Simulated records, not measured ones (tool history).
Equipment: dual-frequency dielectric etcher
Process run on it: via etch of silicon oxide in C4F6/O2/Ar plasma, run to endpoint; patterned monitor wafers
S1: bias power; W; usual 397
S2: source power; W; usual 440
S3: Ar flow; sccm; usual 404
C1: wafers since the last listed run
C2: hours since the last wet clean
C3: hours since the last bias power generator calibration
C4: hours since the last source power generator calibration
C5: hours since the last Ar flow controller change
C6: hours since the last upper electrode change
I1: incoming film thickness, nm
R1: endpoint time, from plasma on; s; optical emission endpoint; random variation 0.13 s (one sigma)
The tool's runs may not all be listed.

run     day   S1   S2   S3    C1     C2      C3      C4      C5      C6     I1    R1
  1   0.000  397  440  329     0  287.1  3578.7  2373.7  2549.4  1269.5  172.2  43.7
  2   4.008  397  470  404   880  383.3  3674.9  2469.9  2645.6  1365.7  171.1  43.1
      9.196  -- wet clean of the chamber
  3   9.217  397  440  404   924    0.5  3799.9  2594.9  2770.6  1490.7  170.5  43.8
  4  10.867  397  440  404   362   40.1  3839.5  2634.5  2810.2  1530.3  172.7  44.5
  5  13.633  397  440  404   607  106.5  3905.9  2700.9  2876.6  1596.7  173.1  44.5
  6  17.754  397  440  404   904  205.4  4004.8  2799.8  2975.5  1695.6  171.0  44.3
  7  20.921  397  440  404   695  281.4  4080.8  2875.8  3051.5  1771.6  172.6  44.8
  8  24.658  397  440  404   820  371.1  4170.5  2965.5  3141.2  1861.3  174.2  45.2
     25.721  -- wet clean of the chamber
  9  27.646  397  440  404   436   46.2  4242.2  3037.2  3212.9  1933.0  172.2  44.0
 10  31.954  397  370  382   946  149.6  4345.6  3140.6  3316.3  2036.4  171.6  46.6
 11  35.129  397  370  382   697  225.8  4421.8  3216.8  3392.5  2112.6  172.7  46.9
 12  38.779  397  370  382   801  313.4  4509.4  3304.4  3480.1  2200.2  169.1  46.4
     40.462  -- Ar flow controller replaced
 13  40.721  397  490  404   371  360.0  4556.0  3351.0     6.2  2246.8  173.6  43.2
     44.012  -- wet clean of the chamber
 14  44.879  303  550  404   693   20.8  4655.8  3450.8   106.0  2346.6  170.6  41.9
     46.650  -- upper electrode replaced
 15  46.671  443  370  404   173   63.8  4698.8  3493.8   149.0     0.5  171.0  45.4
 16  49.667  325  440  456   657  135.7  4770.7  3565.7   220.9    72.4  172.4  46.2
     51.879  -- source power generator calibrated
 17  53.183  335  440  457   735  220.1  4855.1    31.3   305.3   156.8  172.3  47.1
 18  55.733  325  440  456   559  281.3  4916.3    92.5   366.5   218.0  172.5  47.5
     57.608  -- bias power generator calibrated
 19  58.633  493  350  362   600  350.9    24.6   162.1   436.1   287.6  170.3  46.1
     65.112  -- wet clean of the chamber
 20  65.896  397  440  404  1375   18.8   198.9   336.4   610.4   461.9  170.0  44.0
 21  67.729  440  510  404   402   62.8   242.9   380.4   654.4   505.9  173.4  41.8
 22  69.446  397  440  404   376  104.0   284.1   421.6   695.6   547.1  171.0  44.5
 23  73.788  355  440  404   953  208.2   388.3   525.8   799.8   651.3  172.5  46.0
 24  75.962  438  390  471   477  260.4   440.5   578.0   852.0   703.5  170.9  46.6
 25  77.817  397  440  404   407  304.9   485.0   622.5   896.5   748.0  171.9  45.0
 26  80.812  299  440  404   657  376.8   556.9   694.4   968.4   819.9  172.2  47.3

Consider 4 possible next runs. They are alternatives, not a sequence: every one starts from the tool as it was left by run 26. What does each give?
  A  80.829  397  440  404   3  377.2  557.3  694.8  968.8  820.3  170.9   ?
  B  80.829  456  440  404   3  377.2  557.3  694.8  968.8  820.3  170.9   ?
  C  80.829  397  380  404   3  377.2  557.3  694.8  968.8  820.3  170.9   ?
  D  80.829  397  400  404   3  377.2  557.3  694.8  968.8  820.3  170.9   ?

run    R1
  A  45.0
  B  43.8
  C  47.4
  D  46.6
Take away the tool's hidden state, keep each run's random variation, and the runs would have read:
run    R1
  A  44.5
  B  43.4
  C  46.9
  D  46.0

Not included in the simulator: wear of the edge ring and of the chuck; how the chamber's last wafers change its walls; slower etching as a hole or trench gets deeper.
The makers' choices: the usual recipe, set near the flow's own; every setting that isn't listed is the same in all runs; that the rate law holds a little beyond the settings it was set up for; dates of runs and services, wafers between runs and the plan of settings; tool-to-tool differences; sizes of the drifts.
